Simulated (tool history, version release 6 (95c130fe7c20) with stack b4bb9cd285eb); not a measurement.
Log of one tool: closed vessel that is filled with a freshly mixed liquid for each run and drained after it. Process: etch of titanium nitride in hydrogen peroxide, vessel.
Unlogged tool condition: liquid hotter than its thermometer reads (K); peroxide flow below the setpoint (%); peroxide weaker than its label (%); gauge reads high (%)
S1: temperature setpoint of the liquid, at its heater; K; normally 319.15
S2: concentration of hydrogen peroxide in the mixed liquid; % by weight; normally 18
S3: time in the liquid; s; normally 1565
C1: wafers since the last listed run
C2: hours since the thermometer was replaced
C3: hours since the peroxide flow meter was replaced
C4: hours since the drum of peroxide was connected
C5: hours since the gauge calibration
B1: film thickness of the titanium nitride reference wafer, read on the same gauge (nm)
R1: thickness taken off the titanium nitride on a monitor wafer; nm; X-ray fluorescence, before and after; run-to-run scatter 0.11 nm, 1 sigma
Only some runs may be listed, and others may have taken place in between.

| run | hour | S1 | S2 | S3 | C1 | C2 | C3 | C4 | C5 | B1 | R1 |
|---|---|---|---|---|---|---|---|---|---|---|---|
| 1 | 0 | 313.65 | 18 | 1565 | 0 | 1000.1 | 876.2 | 1161.1 | 109.8 | 120.03 | 41.12 |
|  | 9.3 | gauge calibrated |
| 2 | 10.2 | 313.65 | 18 | 1565 | 341 | 1010.3 | 886.4 | 1171.3 | 0.9 | 120.02 | 41.15 |
| 3 | 25.6 | 319.15 | 18 | 935 | 515 | 1025.7 | 901.8 | 1186.7 | 16.3 | 120.01 | 37.11 |
| 4 | 36.5 | 319.15 | 18 | 935 | 364 | 1036.6 | 912.7 | 1197.6 | 27.2 | 120.02 | 37.1 |
| 5 | 48.3 | 319.15 | 18 | 2145 | 394 | 1048.4 | 924.5 | 1209.4 | 39 | 119.99 | 85.47 |
| 6 | 54.9 | 319.15 | 18 | 2145 | 220 | 1055 | 931.1 | 1216 | 45.6 | 120 | 85.31 |
| 7 | 71.3 | 319.15 | 18 | 1565 | 548 | 1071.4 | 947.5 | 1232.4 | 62 | 119.99 | 62.58 |
|  | 84.5 | new drum of peroxide connected |
| 8 | 85.2 | 319.15 | 18 | 1565 | 431 | 1085.3 | 961.4 | 0.7 | 75.9 | 119.94 | 62.76 |
|  | 97.1 | thermometer replaced |
|  | 97.9 | peroxide flow meter replaced |
| 9 | 98.7 | 325.65 | 20 | 2395 | 393 | 1.6 | 0.8 | 14.2 | 89.4 | 119.98 | 137.5 |
| 10 | 109 | 325.15 | 22.5 | 2125 | 344 | 11.9 | 11.1 | 24.5 | 99.7 | 120.02 | 120.8 |
| 11 | 118.7 | 319.15 | 18 | 1565 | 324 | 21.6 | 20.8 | 34.2 | 109.4 | 119.98 | 54.68 |
| 12 | 136.3 | 319.15 | 12.5 | 2305 | 588 | 39.2 | 38.4 | 51.8 | 127 | 120.01 | 74.59 |

What will run 13 give?
|  | 137.1 | gauge calibrated |
| 13 | 142.4 | 315.65 | 12.5 | 2035 | 204 | 45.3 | 44.5 | 57.9 | 5.3 | ? | ? |

{"run 13": {"B1": 120, "R1": 51.1}}
Minus the tool's unlogged condition, the same run would have read R1 50.33 nm.
